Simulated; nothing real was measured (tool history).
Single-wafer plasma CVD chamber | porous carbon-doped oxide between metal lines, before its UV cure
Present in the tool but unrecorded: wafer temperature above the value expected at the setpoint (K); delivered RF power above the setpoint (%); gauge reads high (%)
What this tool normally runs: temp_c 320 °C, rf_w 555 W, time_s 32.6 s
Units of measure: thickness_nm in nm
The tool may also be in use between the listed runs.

| run | hour | temp_c | rf_w | time_s | wafers since the last listed run | hours since the last thermocouple change | hours since the last RF generator calibration | hours since the showerhead was replaced | hours since the gauge calibration | read-back reference wafer on the same gauge, thickness_nm | thickness_nm |
|---|---|---|---|---|---|---|---|---|---|---|---|
| 1 | 0 | 320 | 615 | 32.6 | 0 | 639.5 | 1002.3 | 2296.6 | 1290.9 | 128.858 | 157.793 |
|  | 19.5 | gauge calibrated |
| 2 | 102 | 320 | 555 | 32.6 | 1555 | 741.5 | 1104.3 | 2398.6 | 82.5 | 129.096 | 144.098 |
| 3 | 141.4 | 320 | 555 | 32.6 | 600 | 780.9 | 1143.7 | 2438 | 121.9 | 129.139 | 144.461 |
| 4 | 190.8 | 320 | 555 | 32.6 | 753 | 830.3 | 1193.1 | 2487.4 | 171.3 | 128.695 | 143.861 |
| 5 | 260.3 | 320 | 555 | 32.6 | 1059 | 899.8 | 1262.6 | 2556.9 | 240.8 | 128.861 | 143.337 |
| 6 | 349.7 | 320 | 555 | 34.1 | 1363 | 989.2 | 1352 | 2646.3 | 330.2 | 128.989 | 151.197 |
| 7 | 391.9 | 320 | 555 | 32.6 | 643 | 1031.4 | 1394.2 | 2688.5 | 372.4 | 129.133 | 144.171 |
| 8 | 441.4 | 320 | 555 | 32.6 | 754 | 1080.9 | 1443.7 | 2738 | 421.9 | 129.312 | 143.721 |
| 9 | 502.5 | 320 | 555 | 32.6 | 931 | 1142 | 1504.8 | 2799.1 | 483 | 128.879 | 143.143 |
| 10 | 559.7 | 320 | 555 | 32.6 | 872 | 1199.2 | 1562 | 2856.3 | 540.2 | 129.108 | 143.398 |
| 11 | 627.9 | 320 | 555 | 32.6 | 1040 | 1267.4 | 1630.2 | 2924.5 | 608.4 | 128.875 | 143.247 |
| 12 | 687.5 | 320 | 555 | 32.6 | 908 | 1327 | 1689.8 | 2984.1 | 668 | 129.01 | 143.426 |
| 13 | 784 | 320 | 555 | 32.6 | 1471 | 1423.5 | 1786.3 | 3080.6 | 764.5 | 129.18 | 143.507 |
| 14 | 874.8 | 320 | 555 | 32.6 | 1384 | 1514.3 | 1877.1 | 3171.4 | 855.3 | 128.986 | 142.313 |
| 15 | 942.7 | 320 | 555 | 32.6 | 1035 | 1582.2 | 1945 | 3239.3 | 923.2 | 129.007 | 142.825 |
|  | 959 | showerhead replaced |
| 16 | 1017.1 | 335 | 495 | 26.9 | 1012 | 1656.6 | 2019.4 | 58.1 | 997.6 | 128.973 | 99.463 |
|  | 1056.7 | gauge calibrated |
| 17 | 1069 | 320 | 555 | 32.6 | 791 | 1708.5 | 2071.3 | 110 | 12.3 | 129.105 | 143.621 |
| 18 | 1176.4 | 314 | 555 | 32.6 | 1637 | 1815.9 | 2178.7 | 217.4 | 119.7 | 129.155 | 147.959 |
|  | 1220.5 | thermocouple changed; heater temperature recalibrated |
| 19 | 1221 | 313 | 555 | 27 | 558 | 0.5 | 2223.3 | 262 | 164.3 | 128.829 | 123.433 |
| 20 | 1256.4 | 331 | 640 | 29.5 | 539 | 35.9 | 2258.7 | 297.4 | 199.7 | 129.307 | 138.769 |
| 21 | 1298.1 | 320 | 555 | 32.6 | 635 | 77.6 | 2300.4 | 339.1 | 241.4 | 129.061 | 142.409 |
|  | 1323.1 | RF generator calibrated |
| 22 | 1371.7 | 320 | 555 | 32.6 | 1000 | 151.2 | 48.6 | 412.7 | 315 | 128.876 | 150.974 |
| 23 | 1477 | 311 | 455 | 29 | 1605 | 256.5 | 153.9 | 518 | 420.3 | 129.038 | 115.22 |
| 24 | 1545.3 | 320 | 490 | 36 | 1041 | 324.8 | 222.2 | 586.3 | 488.6 | 128.858 | 147.66 |
| 25 | 1752.2 | 320 | 555 | 32.6 | 3155 | 531.7 | 429.1 | 793.2 | 695.5 | 129.047 | 147.661 |
| 26 | 1820.9 | 320 | 665 | 32.6 | 1047 | 600.4 | 497.8 | 861.9 | 764.2 | 129.312 | 172.572 |
| 27 | 1906.1 | 305 | 640 | 26.8 | 1299 | 685.6 | 583 | 947.1 | 849.4 | 128.883 | 148.306 |
| 28 | 2001.1 | 320 | 555 | 37.2 | 1448 | 780.6 | 678 | 1042.1 | 944.4 | 128.897 | 167.156 |
| 29 | 2082.9 | 320 | 555 | 32.6 | 1247 | 862.4 | 759.8 | 1123.9 | 1026.2 | 129.046 | 147.333 |
| 30 | 2170.1 | 320 | 555 | 32.6 | 1329 | 949.6 | 847 | 1211.1 | 1113.4 | 128.962 | 146.764 |

Branching from run 30: 5 alternative next runs. What would each branch give?
| A | 2170.5 | 320 | 555 | 35.6 | 6 | 950 | 847.4 | 1211.5 | 1113.8 | ? | ? |
| B | 2170.5 | 320 | 655 | 26.4 | 6 | 950 | 847.4 | 1211.5 | 1113.8 | ? | ? |
| C | 2170.5 | 326 | 665 | 38.9 | 6 | 950 | 847.4 | 1211.5 | 1113.8 | ? | ? |
| D | 2170.5 | 320 | 555 | 37.7 | 6 | 950 | 847.4 | 1211.5 | 1113.8 | ? | ? |
| E | 2170.5 | 306 | 555 | 26.2 | 6 | 950 | 847.4 | 1211.5 | 1113.8 | ? | ? |

| run | read-back reference wafer on the same gauge, thickness_nm | thickness_nm |
|---|---|---|
| A | 128.722 | 158.785 |
| B | 128.722 | 136.795 |
| C | 128.722 | 196.216 |
| D | 128.722 | 167.897 |
| E | 128.722 | 126.451 |
Stripped of hidden state, with their random variation kept, the same runs would have yielded:
| run | thickness_nm |
|---|---|
| A | 165.053 |
| B | 142.017 |
| C | 203.703 |
| D | 174.524 |
| E | 131.442 |
